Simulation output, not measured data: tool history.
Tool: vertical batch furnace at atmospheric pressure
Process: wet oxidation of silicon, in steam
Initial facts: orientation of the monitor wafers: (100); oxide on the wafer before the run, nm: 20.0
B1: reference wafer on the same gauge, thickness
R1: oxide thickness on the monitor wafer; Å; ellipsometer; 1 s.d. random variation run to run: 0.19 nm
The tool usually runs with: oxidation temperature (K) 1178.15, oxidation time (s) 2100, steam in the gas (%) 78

Run 1, hour 0.0: usual settings but oxidation time (s) 1380; B1 117.27. Result: R1 722.5 Å.
Run 2, hour 13.7: usual settings but oxidation time (s) 1380; B1 117.16. Result: R1 725.7 Å.
Run 3, hour 20.6: usual settings but oxidation time (s) 1860; B1 117.28. Result: R1 898.9 Å.
Run 4, hour 36.3: usual settings but oxidation time (s) 1860; B1 117.20. Result: R1 898.7 Å.
Run 5, hour 46.3: usual settings but oxidation time (s) 1860; B1 117.30. Result: R1 900.2 Å.
Run 6, hour 59.9: usual settings; B1 117.25. Result: R1 982.6 Å.
Run 7, hour 73.7: usual settings; B1 117.27. Result: R1 984.6 Å.
Run 8, hour 88.2: usual settings; B1 117.15. Result: R1 985.5 Å.
Run 9, hour 98.3: usual settings but oxidation time (s) 1830, steam in the gas (%) 83; B1 117.27. Result: R1 932.4 Å.
Run 10, hour 109.3: usual settings; B1 117.22. Result: R1 987.7 Å.
Run 11, hour 121.4: usual settings; B1 117.11. Result: R1 985.7 Å.
Run 12, hour 132.0: usual settings; B1 117.24. Result: R1 986.0 Å.
Run 13, hour 141.3: usual settings; B1 117.25. Result: R1 991.7 Å.
Run 14, hour 148.6: usual settings; B1 117.26. Result: R1 988.6 Å.
Run 15, hour 155.8: usual settings; B1 117.12. Result: R1 991.3 Å.
Run 16, hour 164.1: usual settings; B1 117.20. Result: R1 989.4 Å.
Run 17, hour 179.1: usual settings; B1 117.23. Result: R1 990.8 Å.
Run 18, hour 196.9: usual settings but oxidation temperature (K) 1200.15, steam in the gas (%) 75; B1 117.15. Result: R1 1201.7 Å.
At hour 225.9: steam generator serviced.
Run 19, hour 226.4: usual settings but oxidation temperature (K) 1202.15, oxidation time (s) 1410; B1 117.17. Result: R1 998.8 Å.
At hour 243.9: gauge calibrated.
Run 20, hour 261.5: usual settings but oxidation temperature (K) 1194.15, oxidation time (s) 3090, steam in the gas (%) 73; B1 117.14. Result: R1 1600.4 Å.
Run 21, hour 272.0: usual settings but steam in the gas (%) 75; B1 117.19. Result: R1 1029.7 Å.
Run 22, hour 283.4: usual settings; B1 117.18. Result: R1 1061.6 Å.
At hour 316.2: thermocouples replaced and temperature profile calibrated.
Run 23, hour 316.7: usual settings but oxidation temperature (K) 1168.15, steam in the gas (%) 82; B1 117.24. Result: R1 911.0 Å.
Run 24, hour 320.5: usual settings but oxidation temperature (K) 1199.15, oxidation time (s) 1410, steam in the gas (%) 70; B1 117.25. Result: R1 845.5 Å.
Run 25, hour 334.1: usual settings but oxidation temperature (K) 1164.15, steam in the gas (%) 85; B1 117.16. Result: R1 893.1 Å.
Run 26, hour 386.1: usual settings; B1 117.22. Result: R1 990.3 Å.
Run 27, hour 395.3: usual settings but oxidation temperature (K) 1189.15, oxidation time (s) 2520; B1 117.20. Result: R1 1275.3 Å.
Run 28, hour 407.8: usual settings but oxidation temperature (K) 1198.15, steam in the gas (%) 84; B1 117.12. Result: R1 1290.8 Å.
Run 29, hour 417.6: usual settings but oxidation temperature (K) 1193.15, oxidation time (s) 2790, steam in the gas (%) 71; B1 117.18. Result: R1 1339.6 Å.
Run 30, hour 433.2: usual settings; B1 117.17. Result: R1 983.3 Å.
Run 31, hour 448.3: usual settings but oxidation temperature (K) 1193.15; B1 117.12. Result: R1 1158.8 Å.
Run 32, hour 459.4: usual settings but oxidation temperature (K) 1203.15, oxidation time (s) 1590, steam in the gas (%) 85; B1 117.22. Result: R1 1102.4 Å.
Run 33, hour 470.1: usual settings but oxidation temperature (K) 1158.15, oxidation time (s) 2640; B1 117.20. Result: R1 917.3 Å.
Run 34, hour 477.1: usual settings but oxidation temperature (K) 1168.15, steam in the gas (%) 82; B1 117.19. Result: R1 908.5 Å.

Run 35, settings as shown, results not yet in. Your forecast:
Run 35, hour 498.8: usual settings; B1 ?. Result: R1 ?.

B1: 117.22
R1: 984.7 Å
On a tool with no hidden condition, and with the same random variation, this run would have come out at R1 994.0 Å.

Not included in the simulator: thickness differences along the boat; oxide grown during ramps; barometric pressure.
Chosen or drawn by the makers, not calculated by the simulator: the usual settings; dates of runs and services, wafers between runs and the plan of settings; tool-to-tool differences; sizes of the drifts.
